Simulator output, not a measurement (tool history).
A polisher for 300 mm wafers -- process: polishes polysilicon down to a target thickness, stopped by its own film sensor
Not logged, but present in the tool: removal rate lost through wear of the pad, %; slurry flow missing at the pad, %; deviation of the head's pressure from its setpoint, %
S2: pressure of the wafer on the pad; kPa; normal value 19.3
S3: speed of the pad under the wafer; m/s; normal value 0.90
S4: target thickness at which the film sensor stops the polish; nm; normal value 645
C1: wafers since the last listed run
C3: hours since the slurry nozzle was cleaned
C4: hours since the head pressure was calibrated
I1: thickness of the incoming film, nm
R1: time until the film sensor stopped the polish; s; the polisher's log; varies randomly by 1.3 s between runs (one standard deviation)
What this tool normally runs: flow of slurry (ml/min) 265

run 1 hour=0.0 | flow_of_slurry_(ml/min)=220 S2=19.3 S3=0.90 S4=645 | C1=0 wafers_polished_on_this_pad=585 C3=200.7 C4=274.5 | I1=1168.4 | R1=76.9
run 2 hour=8.3 | flow_of_slurry_(ml/min)=220 S2=19.3 S3=0.90 S4=645 | C1=64 wafers_polished_on_this_pad=650 C3=209.0 C4=282.8 | I1=1173.3 | R1=81.5
run 3 hour=21.5 | flow_of_slurry_(ml/min)=220 S2=19.3 S3=0.90 S4=645 | C1=103 wafers_polished_on_this_pad=753 C3=222.2 C4=296.0 | I1=1179.8 | R1=79.3
run 4 hour=37.2 | flow_of_slurry_(ml/min)=265 S2=19.3 S3=0.90 S4=507 | C1=122 wafers_polished_on_this_pad=876 C3=237.9 C4=311.7 | I1=1166.9 | R1=98.6
run 5 hour=45.5 | flow_of_slurry_(ml/min)=200 S2=19.3 S3=0.90 S4=645 | C1=64 wafers_polished_on_this_pad=941 C3=246.2 C4=320.0 | I1=1184.0 | R1=80.3
run 6 hour=54.8 | flow_of_slurry_(ml/min)=265 S2=19.3 S3=0.90 S4=645 | C1=72 wafers_polished_on_this_pad=1014 C3=255.5 C4=329.3 | I1=1169.9 | R1=77.6
-- hour=107.8 worn pad replaced by a new one
run 7 hour=108.3 | flow_of_slurry_(ml/min)=265 S2=19.3 S3=0.90 S4=645 | C1=387 wafers_polished_on_this_pad=3 C3=309.0 C4=382.8 | I1=1155.1 | R1=74.0
run 8 hour=115.4 | flow_of_slurry_(ml/min)=265 S2=19.3 S3=0.90 S4=645 | C1=55 wafers_polished_on_this_pad=59 C3=316.1 C4=389.9 | I1=1167.5 | R1=77.1
run 9 hour=125.0 | flow_of_slurry_(ml/min)=265 S2=19.3 S3=0.90 S4=645 | C1=75 wafers_polished_on_this_pad=134 C3=325.7 C4=399.5 | I1=1161.4 | R1=76.3
run 10 hour=141.9 | flow_of_slurry_(ml/min)=265 S2=19.3 S3=0.90 S4=645 | C1=132 wafers_polished_on_this_pad=266 C3=342.6 C4=416.4 | I1=1169.2 | R1=74.6
run 11 hour=156.2 | flow_of_slurry_(ml/min)=265 S2=19.3 S3=0.90 S4=645 | C1=111 wafers_polished_on_this_pad=378 C3=356.9 C4=430.7 | I1=1163.5 | R1=75.5
run 12 hour=169.4 | flow_of_slurry_(ml/min)=265 S2=19.3 S3=1.02 S4=645 | C1=103 wafers_polished_on_this_pad=481 C3=370.1 C4=443.9 | I1=1162.3 | R1=67.1
run 13 hour=186.1 | flow_of_slurry_(ml/min)=265 S2=19.3 S3=1.02 S4=645 | C1=130 wafers_polished_on_this_pad=612 C3=386.8 C4=460.6 | I1=1155.2 | R1=66.2
run 14 hour=192.5 | flow_of_slurry_(ml/min)=265 S2=19.3 S3=0.90 S4=645 | C1=50 wafers_polished_on_this_pad=662 C3=393.2 C4=467.0 | I1=1172.0 | R1=76.2
run 15 hour=206.8 | flow_of_slurry_(ml/min)=230 S2=21.4 S3=0.90 S4=645 | C1=111 wafers_polished_on_this_pad=774 C3=407.5 C4=481.3 | I1=1172.6 | R1=71.0
run 16 hour=216.6 | flow_of_slurry_(ml/min)=265 S2=19.3 S3=1.10 S4=824 | C1=76 wafers_polished_on_this_pad=851 C3=417.3 C4=491.1 | I1=1173.7 | R1=41.0
run 17 hour=226.7 | flow_of_slurry_(ml/min)=290 S2=22.8 S3=0.66 S4=469 | C1=79 wafers_polished_on_this_pad=930 C3=427.4 C4=501.2 | I1=1162.4 | R1=109.5
run 18 hour=233.0 | flow_of_slurry_(ml/min)=265 S2=26.2 S3=1.12 S4=645 | C1=49 wafers_polished_on_this_pad=979 C3=433.7 C4=507.5 | I1=1166.7 | R1=43.5
-- hour=240.3 slurry nozzle cleaned
run 19 hour=241.9 | flow_of_slurry_(ml/min)=180 S2=19.3 S3=0.90 S4=718 | C1=61 wafers_polished_on_this_pad=1041 C3=1.6 C4=516.4 | I1=1167.6 | R1=66.3
-- hour=253.4 head pressure recalibrated
-- hour=260.1 worn pad replaced by a new one
run 20 hour=260.6 | flow_of_slurry_(ml/min)=265 S2=19.3 S3=0.74 S4=745 | C1=99 wafers_polished_on_this_pad=4 C3=20.3 C4=7.2 | I1=1157.2 | R1=79.6
run 21 hour=271.7 | flow_of_slurry_(ml/min)=265 S2=19.3 S3=0.90 S4=645 | C1=86 wafers_polished_on_this_pad=91 C3=31.4 C4=18.3 | I1=1176.3 | R1=88.0
run 22 hour=282.2 | flow_of_slurry_(ml/min)=265 S2=19.3 S3=1.02 S4=645 | C1=82 wafers_polished_on_this_pad=173 C3=41.9 C4=28.8 | I1=1169.2 | R1=74.6
run 23 hour=294.4 | flow_of_slurry_(ml/min)=265 S2=19.3 S3=0.90 S4=645 | C1=95 wafers_polished_on_this_pad=268 C3=54.1 C4=41.0 | I1=1177.7 | R1=84.8
run 24 hour=309.3 | flow_of_slurry_(ml/min)=265 S2=19.3 S3=0.90 S4=645 | C1=116 wafers_polished_on_this_pad=385 C3=69.0 C4=55.9 | I1=1151.2 | R1=83.5
run 25 hour=321.0 | flow_of_slurry_(ml/min)=265 S2=19.3 S3=0.90 S4=645 | C1=91 wafers_polished_on_this_pad=476 C3=80.7 C4=67.6 | I1=1172.2 | R1=83.9
run 26 hour=332.7 | flow_of_slurry_(ml/min)=180 S2=19.3 S3=0.90 S4=645 | C1=91 wafers_polished_on_this_pad=568 C3=92.4 C4=79.3 | I1=1185.5 | R1=90.3
run 27 hour=350.0 | flow_of_slurry_(ml/min)=265 S2=24.1 S3=0.90 S4=645 | C1=135 wafers_polished_on_this_pad=703 C3=109.7 C4=96.6 | I1=1167.1 | R1=64.8
run 28 hour=367.7 | flow_of_slurry_(ml/min)=265 S2=19.3 S3=0.90 S4=645 | C1=138 wafers_polished_on_this_pad=841 C3=127.4 C4=114.3 | I1=1170.5 | R1=83.0
run 29 hour=384.7 | flow_of_slurry_(ml/min)=315 S2=22.8 S3=0.90 S4=645 | C1=132 wafers_polished_on_this_pad=974 C3=144.4 C4=131.3 | I1=1168.0 | R1=69.7

Branching from run 29: 3 alternative next runs. What would each branch give?
run A hour=385.1 | flow_of_slurry_(ml/min)=265 S2=19.3 S3=0.90 S4=528 | C1=3 wafers_polished_on_this_pad=978 C3=144.8 C4=131.7 | I1=1180.1 | R1=?
run B hour=385.1 | flow_of_slurry_(ml/min)=340 S2=13.1 S3=1.10 S4=567 | C1=3 wafers_polished_on_this_pad=978 C3=144.8 C4=131.7 | I1=1180.1 | R1=?
run C hour=385.1 | flow_of_slurry_(ml/min)=265 S2=14.5 S3=0.76 S4=514 | C1=3 wafers_polished_on_this_pad=978 C3=144.8 C4=131.7 | I1=1180.1 | R1=?

run=A R1=102.8
run=B R1=116.3
run=C R1=163.8
With the hidden condition removed and each run's random variation left untouched, the same runs would have given:
run=A R1=105.8
run=B R1=119.7
run=C R1=168.7
